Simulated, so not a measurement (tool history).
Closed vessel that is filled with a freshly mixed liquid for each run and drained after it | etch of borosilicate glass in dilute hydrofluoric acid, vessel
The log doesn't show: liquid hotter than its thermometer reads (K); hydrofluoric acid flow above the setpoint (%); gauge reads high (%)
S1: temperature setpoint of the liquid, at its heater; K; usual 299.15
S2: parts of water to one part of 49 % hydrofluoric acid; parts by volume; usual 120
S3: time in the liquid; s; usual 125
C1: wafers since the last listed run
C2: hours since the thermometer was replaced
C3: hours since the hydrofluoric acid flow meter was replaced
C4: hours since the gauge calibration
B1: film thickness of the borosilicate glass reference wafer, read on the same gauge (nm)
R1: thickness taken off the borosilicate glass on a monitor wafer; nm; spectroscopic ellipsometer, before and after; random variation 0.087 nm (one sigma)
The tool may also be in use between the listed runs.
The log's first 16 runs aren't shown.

run 17 day=40.679 | S1=301.65 S2=120 S3=75 | C1=21282 C2=2539.6 C3=449.2 C4=528.6 | B1=100.01 | R1=18.80
run 18 day=43.167 | S1=297.65 S2=150 S3=85 | C1=7256 C2=2599.3 C3=508.9 C4=588.3 | B1=100.00 | R1=14.20
run 19 day=45.667 | S1=299.15 S2=175 S3=125 | C1=7292 C2=2659.3 C3=568.9 C4=648.3 | B1=99.99 | R1=18.33
-- day=46.517 hydrofluoric acid flow meter replaced
-- day=48.175 thermometer replaced
run 20 day=48.346 | S1=300.65 S2=65 S3=125 | C1=7572 C2=4.1 C3=43.9 C4=712.6 | B1=99.99 | R1=57.88
run 21 day=51.192 | S1=299.15 S2=135 S3=125 | C1=8301 C2=72.4 C3=112.2 C4=780.9 | B1=100.03 | R1=24.02
run 22 day=53.350 | S1=299.15 S2=120 S3=100 | C1=6296 C2=124.2 C3=164.0 C4=832.7 | B1=100.03 | R1=21.98
run 23 day=55.821 | S1=299.15 S2=120 S3=125 | C1=7207 C2=183.5 C3=223.3 C4=892.0 | B1=100.02 | R1=27.56
run 24 day=58.238 | S1=297.65 S2=140 S3=165 | C1=7049 C2=241.5 C3=281.3 C4=950.0 | B1=100.03 | R1=28.78
run 25 day=60.800 | S1=299.15 S2=120 S3=125 | C1=7475 C2=303.0 C3=342.8 C4=1011.5 | B1=100.01 | R1=27.59
run 26 day=63.408 | S1=294.65 S2=65 S3=125 | C1=7608 C2=365.6 C3=405.4 C4=1074.1 | B1=99.97 | R1=45.62
run 27 day=66.350 | S1=299.15 S2=120 S3=125 | C1=8581 C2=436.2 C3=476.0 C4=1144.7 | B1=100.02 | R1=27.77
run 28 day=67.792 | S1=301.65 S2=140 S3=85 | C1=4205 C2=470.8 C3=510.6 C4=1179.3 | B1=99.99 | R1=17.28
run 29 day=68.817 | S1=297.15 S2=80 S3=125 | C1=2990 C2=495.4 C3=535.2 C4=1203.9 | B1=99.98 | R1=40.29
run 30 day=70.488 | S1=299.15 S2=120 S3=125 | C1=4873 C2=535.5 C3=575.3 C4=1244.0 | B1=99.96 | R1=27.67
-- day=70.950 hydrofluoric acid flow meter replaced
run 31 day=72.650 | S1=294.65 S2=80 S3=170 | C1=6186 C2=587.4 C3=40.8 C4=1295.9 | B1=99.97 | R1=49.57
run 32 day=74.425 | S1=299.15 S2=70 S3=65 | C1=5177 C2=630.0 C3=83.4 C4=1338.5 | B1=100.02 | R1=26.52

Forecast each of these 5 alternatives for the next run:
run A day=74.454 | S1=299.15 S2=120 S3=125 | C1=85 C2=630.7 C3=84.1 C4=1339.2 | B1=? | R1=?
run B day=74.454 | S1=296.65 S2=175 S3=60 | C1=85 C2=630.7 C3=84.1 C4=1339.2 | B1=? | R1=?
run C day=74.454 | S1=299.15 S2=80 S3=125 | C1=85 C2=630.7 C3=84.1 C4=1339.2 | B1=? | R1=?
run D day=74.454 | S1=299.15 S2=60 S3=125 | C1=85 C2=630.7 C3=84.1 C4=1339.2 | B1=? | R1=?
run E day=74.454 | S1=299.15 S2=120 S3=175 | C1=85 C2=630.7 C3=84.1 C4=1339.2 | B1=? | R1=?

run=A B1=100.00 R1=27.77
run=B B1=100.00 R1=7.79
run=C B1=100.00 R1=43.88
run=D B1=100.00 R1=60.12
run=E B1=100.00 R1=38.88
Without the tool's hidden state the same runs would have given:
run=A R1=27.44
run=B R1=7.70
run=C R1=43.34
run=D R1=59.37
run=E R1=38.42

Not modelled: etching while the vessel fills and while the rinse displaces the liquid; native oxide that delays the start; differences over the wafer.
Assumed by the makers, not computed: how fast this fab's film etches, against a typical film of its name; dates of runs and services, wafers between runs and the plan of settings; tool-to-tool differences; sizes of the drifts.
